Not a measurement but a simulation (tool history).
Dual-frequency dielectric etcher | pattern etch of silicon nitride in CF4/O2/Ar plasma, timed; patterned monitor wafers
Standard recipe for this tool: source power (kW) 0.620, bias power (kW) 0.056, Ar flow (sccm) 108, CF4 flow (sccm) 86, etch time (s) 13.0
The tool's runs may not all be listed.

run   hour  source power (kW)  bias power (kW)  Ar flow (sccm)  CF4 flow (sccm)  etch time (s)  wafers since the last listed run  hours since the last wet clean  hours since the last source power generator calibration  hours since the last bias power generator calibration  hours since the last Ar flow controller change  hours since the last CF4 flow controller change  hours since the last upper electrode change  hours since the gauge calibration  read-back reference wafer on the same gauge, depth_nm  mean etch depth across the wafer (nm)
  1    0.0              0.620            0.056             108               86           13.0                                 0                            50.8                                                    177.3                                                 2237.8                                          2701.1                                              1.6                                       3724.6                               20.4                                                  23.40                                  28.10
  2   24.8              0.620            0.056             108               86           10.0                               300                            75.6                                                    202.1                                                 2262.6                                          2725.9                                             26.4                                       3749.4                               45.2                                                  23.39                                  21.61
  3   56.5              0.760            0.056             131               86           13.0                               384                           107.3                                                    233.8                                                 2294.3                                          2757.6                                             58.1                                       3781.1                               76.9                                                  23.41                                  31.39
  4   87.4              0.620            0.056             108               86           13.0                               374                           138.2                                                    264.7                                                 2325.2                                          2788.5                                             89.0                                       3812.0                              107.8                                                  23.40                                  28.17
     104.4  -- Ar flow controller replaced
  5  104.9              0.620            0.056             128               86           13.0                               139                           155.7                                                    282.2                                                 2342.7                                             0.5                                            106.5                                       3829.5                              125.3                                                  23.40                                  27.34
  6  124.5              0.620            0.056              98               74           16.0                               237                           175.3                                                    301.8                                                 2362.3                                            20.1                                            126.1                                       3849.1                              144.9                                                  23.41                                  34.45
  7  139.6              0.720            0.062             127               86           13.0                               182                           190.4                                                    316.9                                                 2377.4                                            35.2                                            141.2                                       3864.2                              160.0                                                  23.40                                  31.38
     179.4  -- bias power generator calibrated
     184.9  -- upper electrode replaced, of another model than before
  8  185.4              0.620            0.056             108               86           13.0                               439                           236.2                                                    362.7                                                    6.0                                            81.0                                            187.0                                          0.5                              205.8                                                  23.40                                  28.54
  9  185.7              0.620            0.056             108               86           13.0                                 3                           236.5                                                    363.0                                                    6.3                                            81.3                                            187.3                                          0.8                              206.1                                                  23.40                                  28.58
 10  216.8              0.620            0.056             108               86           15.5                               376                           267.6                                                    394.1                                                   37.4                                           112.4                                            218.4                                         31.9                              237.2                                                  23.41                                  33.92
 11  248.5              0.750            0.056             108               86           13.0                               384                           299.3                                                    425.8                                                   69.1                                           144.1                                            250.1                                         63.6                              268.9                                                  23.40                                  35.30
 12  270.2              0.470            0.044             108              104           13.0                               262                           321.0                                                    447.5                                                   90.8                                           165.8                                            271.8                                         85.3                              290.6                                                  23.38                                  20.46
 13  303.0              0.490            0.056             127               78           13.0                               397                           353.8                                                    480.3                                                  123.6                                           198.6                                            304.6                                        118.1                              323.4                                                  23.39                                  20.41
 14  317.7              0.620            0.052              92               64           11.5                               178                           368.5                                                    495.0                                                  138.3                                           213.3                                            319.3                                        132.8                              338.1                                                  23.38                                  24.36
 15  351.0              0.700            0.062             108               86           13.0                               403                           401.8                                                    528.3                                                  171.6                                           246.6                                            352.6                                        166.1                              371.4                                                  23.41                                  33.53
 16  380.7              0.750            0.056             108               86            9.0                               359                           431.5                                                    558.0                                                  201.3                                           276.3                                            382.3                                        195.8                              401.1                                                  23.40                                  24.75
 17  407.5              0.770            0.056              82               67           10.5                               324                           458.3                                                    584.8                                                  228.1                                           303.1                                            409.1                                        222.6                              427.9                                                  23.40                                  29.88
     432.6  -- gauge calibrated
 18  437.9              0.620            0.056             108               86           10.0                               368                           488.7                                                    615.2                                                  258.5                                           333.5                                            439.5                                        253.0                                5.3                                                  23.40                                  22.27
     462.8  -- wet clean of the chamber
 19  470.6              0.620            0.063             108               86           13.0                               105                             7.8                                                    647.9                                                  291.2                                           366.2                                            472.2                                        285.7                               38.0                                                  23.40                                  28.60
 20  505.0              0.620            0.056             108               86           13.0                               416                            42.2                                                    682.3                                                  325.6                                           400.6                                            506.6                                        320.1                               72.4                                                  23.40                                  28.17

Predict each of these 5 candidate next runs independently; none follows another, all start after run 20:
  A  505.4              0.620            0.056             108               86           13.0                                 4                            42.6                                                    682.7                                                  326.0                                           401.0                                            507.0                                        320.5                               72.8                                                      ?                                      ?
  B  505.4              0.480            0.056              83               80           12.0                                 4                            42.6                                                    682.7                                                  326.0                                           401.0                                            507.0                                        320.5                               72.8                                                      ?                                      ?
  C  505.4              0.620            0.056             134               86           13.0                                 4                            42.6                                                    682.7                                                  326.0                                           401.0                                            507.0                                        320.5                               72.8                                                      ?                                      ?
  D  505.4              0.750            0.056             124              106           13.0                                 4                            42.6                                                    682.7                                                  326.0                                           401.0                                            507.0                                        320.5                               72.8                                                      ?                                      ?
  E  505.4              0.620            0.056             117               86           16.0                                 4                            42.6                                                    682.7                                                  326.0                                           401.0                                            507.0                                        320.5                               72.8                                                      ?                                      ?

run  read-back reference wafer on the same gauge, depth_nm  mean etch depth across the wafer (nm)
  A                                                  23.41                                  28.15
  B                                                  23.41                                  19.84
  C                                                  23.41                                  26.92
  D                                                  23.41                                  35.34
  E                                                  23.41                                  34.07
With no hidden state in the tool, these same runs would have given:
run  mean etch depth across the wafer (nm)
  A                                  27.98
  B                                  19.72
  C                                  26.76
  D                                  35.13
  E                                  33.86
